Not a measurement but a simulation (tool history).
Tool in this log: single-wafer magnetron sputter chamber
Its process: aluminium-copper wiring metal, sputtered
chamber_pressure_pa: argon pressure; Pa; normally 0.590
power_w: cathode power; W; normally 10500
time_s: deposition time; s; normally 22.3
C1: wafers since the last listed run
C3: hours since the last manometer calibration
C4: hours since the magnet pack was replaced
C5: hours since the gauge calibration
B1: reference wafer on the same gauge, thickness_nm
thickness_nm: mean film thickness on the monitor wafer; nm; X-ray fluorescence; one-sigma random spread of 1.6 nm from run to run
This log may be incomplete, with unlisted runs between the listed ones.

run 1 hour=0.0 | chamber_pressure_pa=0.590 power_w=10500 time_s=22.3 | C1=0 wafers_on_the_sputter_target=6811 C3=1754.5 C4=3378.4 C5=2837.5 | B1=420.730 | thickness_nm=393.951
run 2 hour=66.1 | chamber_pressure_pa=0.709 power_w=12350 time_s=22.3 | C1=1321 wafers_on_the_sputter_target=8132 C3=1820.6 C4=3444.5 C5=2903.6 | B1=420.869 | thickness_nm=431.955
run 3 hour=145.9 | chamber_pressure_pa=0.709 power_w=12350 time_s=22.3 | C1=1595 wafers_on_the_sputter_target=9727 C3=1900.4 C4=3524.3 C5=2983.4 | B1=420.759 | thickness_nm=430.978
run 4 hour=240.9 | chamber_pressure_pa=0.709 power_w=12350 time_s=22.3 | C1=1899 wafers_on_the_sputter_target=11626 C3=1995.4 C4=3619.3 C5=3078.4 | B1=421.298 | thickness_nm=431.968
run 5 hour=296.4 | chamber_pressure_pa=0.590 power_w=10500 time_s=22.3 | C1=1109 wafers_on_the_sputter_target=12736 C3=2050.9 C4=3674.8 C5=3133.9 | B1=420.664 | thickness_nm=389.512
-- hour=332.0 sputter target and shields replaced
run 6 hour=391.4 | chamber_pressure_pa=0.590 power_w=10500 time_s=22.3 | C1=1739 wafers_on_the_sputter_target=1187 C3=2145.9 C4=3769.8 C5=3228.9 | B1=421.488 | thickness_nm=394.938
run 7 hour=452.3 | chamber_pressure_pa=0.590 power_w=9300 time_s=19.3 | C1=1217 wafers_on_the_sputter_target=2404 C3=2206.8 C4=3830.7 C5=3289.8 | B1=420.830 | thickness_nm=303.395
run 8 hour=496.3 | chamber_pressure_pa=0.590 power_w=9300 time_s=19.3 | C1=879 wafers_on_the_sputter_target=3284 C3=2250.8 C4=3874.7 C5=3333.8 | B1=421.323 | thickness_nm=305.873
run 9 hour=532.4 | chamber_pressure_pa=0.590 power_w=9300 time_s=19.3 | C1=721 wafers_on_the_sputter_target=4006 C3=2286.9 C4=3910.8 C5=3369.9 | B1=421.091 | thickness_nm=304.389
run 10 hour=611.2 | chamber_pressure_pa=0.590 power_w=10500 time_s=22.3 | C1=1575 wafers_on_the_sputter_target=5581 C3=2365.7 C4=3989.6 C5=3448.7 | B1=421.383 | thickness_nm=395.615
run 11 hour=664.9 | chamber_pressure_pa=0.590 power_w=8650 time_s=22.3 | C1=1073 wafers_on_the_sputter_target=6654 C3=2419.4 C4=4043.3 C5=3502.4 | B1=420.855 | thickness_nm=328.673
run 12 hour=704.0 | chamber_pressure_pa=0.590 power_w=10500 time_s=22.3 | C1=781 wafers_on_the_sputter_target=7436 C3=2458.5 C4=4082.4 C5=3541.5 | B1=421.191 | thickness_nm=395.309
run 13 hour=758.3 | chamber_pressure_pa=0.590 power_w=11600 time_s=24.8 | C1=1085 wafers_on_the_sputter_target=8521 C3=2512.8 C4=4136.7 C5=3595.8 | B1=420.883 | thickness_nm=478.334
run 14 hour=862.2 | chamber_pressure_pa=0.590 power_w=10500 time_s=22.3 | C1=2076 wafers_on_the_sputter_target=10598 C3=2616.7 C4=4240.6 C5=3699.7 | B1=420.642 | thickness_nm=395.280
run 15 hour=935.6 | chamber_pressure_pa=0.412 power_w=10500 time_s=22.3 | C1=1467 wafers_on_the_sputter_target=12066 C3=2690.1 C4=4314.0 C5=3773.1 | B1=420.967 | thickness_nm=422.019
-- hour=967.7 sputter target and shields replaced
run 16 hour=1019.9 | chamber_pressure_pa=0.590 power_w=10500 time_s=22.3 | C1=1525 wafers_on_the_sputter_target=1042 C3=2774.4 C4=4398.3 C5=3857.4 | B1=421.249 | thickness_nm=400.327
run 17 hour=1127.8 | chamber_pressure_pa=0.769 power_w=10500 time_s=23.5 | C1=2156 wafers_on_the_sputter_target=3199 C3=2882.3 C4=4506.2 C5=3965.3 | B1=421.373 | thickness_nm=391.980
run 18 hour=1170.5 | chamber_pressure_pa=0.590 power_w=10500 time_s=22.3 | C1=853 wafers_on_the_sputter_target=4052 C3=2925.0 C4=4548.9 C5=4008.0 | B1=420.807 | thickness_nm=402.704
run 19 hour=1217.2 | chamber_pressure_pa=0.590 power_w=10500 time_s=22.3 | C1=933 wafers_on_the_sputter_target=4986 C3=2971.7 C4=4595.6 C5=4054.7 | B1=421.559 | thickness_nm=400.646
-- hour=1251.8 gauge calibrated
run 20 hour=1305.4 | chamber_pressure_pa=0.662 power_w=9750 time_s=20.2 | C1=1763 wafers_on_the_sputter_target=6749 C3=3059.9 C4=4683.8 C5=53.6 | B1=420.936 | thickness_nm=329.567
run 21 hour=1358.3 | chamber_pressure_pa=0.453 power_w=9750 time_s=25.7 | C1=1057 wafers_on_the_sputter_target=7807 C3=3112.8 C4=4736.7 C5=106.5 | B1=420.536 | thickness_nm=455.987
run 22 hour=1434.0 | chamber_pressure_pa=0.655 power_w=11500 time_s=24.3 | C1=1513 wafers_on_the_sputter_target=9320 C3=3188.5 C4=4812.4 C5=182.2 | B1=421.518 | thickness_nm=468.132
run 23 hour=1524.7 | chamber_pressure_pa=0.703 power_w=11400 time_s=23.6 | C1=1813 wafers_on_the_sputter_target=11133 C3=3279.2 C4=4903.1 C5=272.9 | B1=421.574 | thickness_nm=442.064
-- hour=1597.1 capacitance manometer re-zeroed and calibrated
run 24 hour=1614.0 | chamber_pressure_pa=0.372 power_w=11300 time_s=22.3 | C1=1625 wafers_on_the_sputter_target=12758 C3=16.9 C4=4992.4 C5=362.2 | B1=420.416 | thickness_nm=452.312
-- hour=1663.0 sputter target and shields replaced
run 25 hour=1663.5 | chamber_pressure_pa=0.649 power_w=10500 time_s=22.3 | C1=829 wafers_on_the_sputter_target=9 C3=66.4 C4=5041.9 C5=411.7 | B1=421.070 | thickness_nm=381.070
-- hour=1705.0 magnet pack replaced
run 26 hour=1938.1 | chamber_pressure_pa=0.709 power_w=12350 time_s=22.3 | C1=5329 wafers_on_the_sputter_target=5339 C3=341.0 C4=233.1 C5=686.3 | B1=421.433 | thickness_nm=429.700
run 27 hour=1990.3 | chamber_pressure_pa=0.709 power_w=12350 time_s=22.3 | C1=1043 wafers_on_the_sputter_target=6382 C3=393.2 C4=285.3 C5=738.5 | B1=420.852 | thickness_nm=427.585
run 28 hour=2035.8 | chamber_pressure_pa=0.590 power_w=10500 time_s=22.3 | C1=909 wafers_on_the_sputter_target=7292 C3=438.7 C4=330.8 C5=784.0 | B1=420.778 | thickness_nm=387.459
run 29 hour=2088.3 | chamber_pressure_pa=0.361 power_w=8200 time_s=25.1 | C1=1049 wafers_on_the_sputter_target=8341 C3=491.2 C4=383.3 C5=836.5 | B1=421.076 | thickness_nm=381.638
run 30 hour=2158.4 | chamber_pressure_pa=0.391 power_w=11350 time_s=26.5 | C1=1401 wafers_on_the_sputter_target=9742 C3=561.3 C4=453.4 C5=906.6 | B1=420.533 | thickness_nm=543.855
run 31 hour=2203.6 | chamber_pressure_pa=0.590 power_w=12750 time_s=19.5 | C1=903 wafers_on_the_sputter_target=10646 C3=606.5 C4=498.6 C5=951.8 | B1=420.839 | thickness_nm=406.649
run 32 hour=2243.9 | chamber_pressure_pa=0.491 power_w=11400 time_s=22.3 | C1=805 wafers_on_the_sputter_target=11451 C3=646.8 C4=538.9 C5=992.1 | B1=421.478 | thickness_nm=436.793
-- hour=2282.4 sputter target and shields replaced
run 33 hour=2336.3 | chamber_pressure_pa=0.590 power_w=10500 time_s=25.0 | C1=1687 wafers_on_the_sputter_target=1078 C3=739.2 C4=631.3 C5=1084.5 | B1=420.585 | thickness_nm=440.325
run 34 hour=2433.3 | chamber_pressure_pa=0.395 power_w=12250 time_s=19.9 | C1=1939 wafers_on_the_sputter_target=3017 C3=836.2 C4=728.3 C5=1181.5 | B1=420.600 | thickness_nm=442.394

List, for all runs, the conditions of the tool that the log does not record:
gauge reads high (%): 0 at every run
H1: deposition rate above that of a new target (%)
H2: true argon pressure above the setpoint (%)
run=1 H1=-0.954 H2=-4.09
run=2 H1=-1.13 H2=-4.49
run=3 H1=-1.34 H2=-5
run=4 H1=-1.6 H2=-5.63
run=5 H1=-1.74 H2=-6.01
run=6 H1=-0.253 H2=-6.69
run=7 H1=-0.415 H2=-7.14
run=8 H1=-0.533 H2=-7.48
run=9 H1=-0.629 H2=-7.75
run=10 H1=-0.839 H2=-8.38
run=11 H1=-0.983 H2=-8.82
run=12 H1=-1.09 H2=-9.14
run=13 H1=-1.23 H2=-9.6
run=14 H1=-1.51 H2=-10.5
run=15 H1=-1.71 H2=-11.2
run=16 H1=-0.224 H2=-12
run=17 H1=-0.512 H2=-13
run=18 H1=-0.626 H2=-13.4
run=19 H1=-0.751 H2=-13.9
run=20 H1=-0.986 H2=-14.8
run=21 H1=-1.13 H2=-15.4
run=22 H1=-1.33 H2=-16.2
run=23 H1=-1.57 H2=-17.2
run=24 H1=-1.81 H2=-1.3
run=25 H1=-0.101 H2=-1.31
run=26 H1=-0.834 H2=-1.5
run=27 H1=-0.973 H2=-1.56
run=28 H1=-1.09 H2=-1.63
run=29 H1=-1.23 H2=-1.71
run=30 H1=-1.42 H2=-1.84
run=31 H1=-1.54 H2=-1.93
run=32 H1=-1.65 H2=-2.01
run=33 H1=-0.256 H2=-2.23
run=34 H1=-0.515 H2=-2.49

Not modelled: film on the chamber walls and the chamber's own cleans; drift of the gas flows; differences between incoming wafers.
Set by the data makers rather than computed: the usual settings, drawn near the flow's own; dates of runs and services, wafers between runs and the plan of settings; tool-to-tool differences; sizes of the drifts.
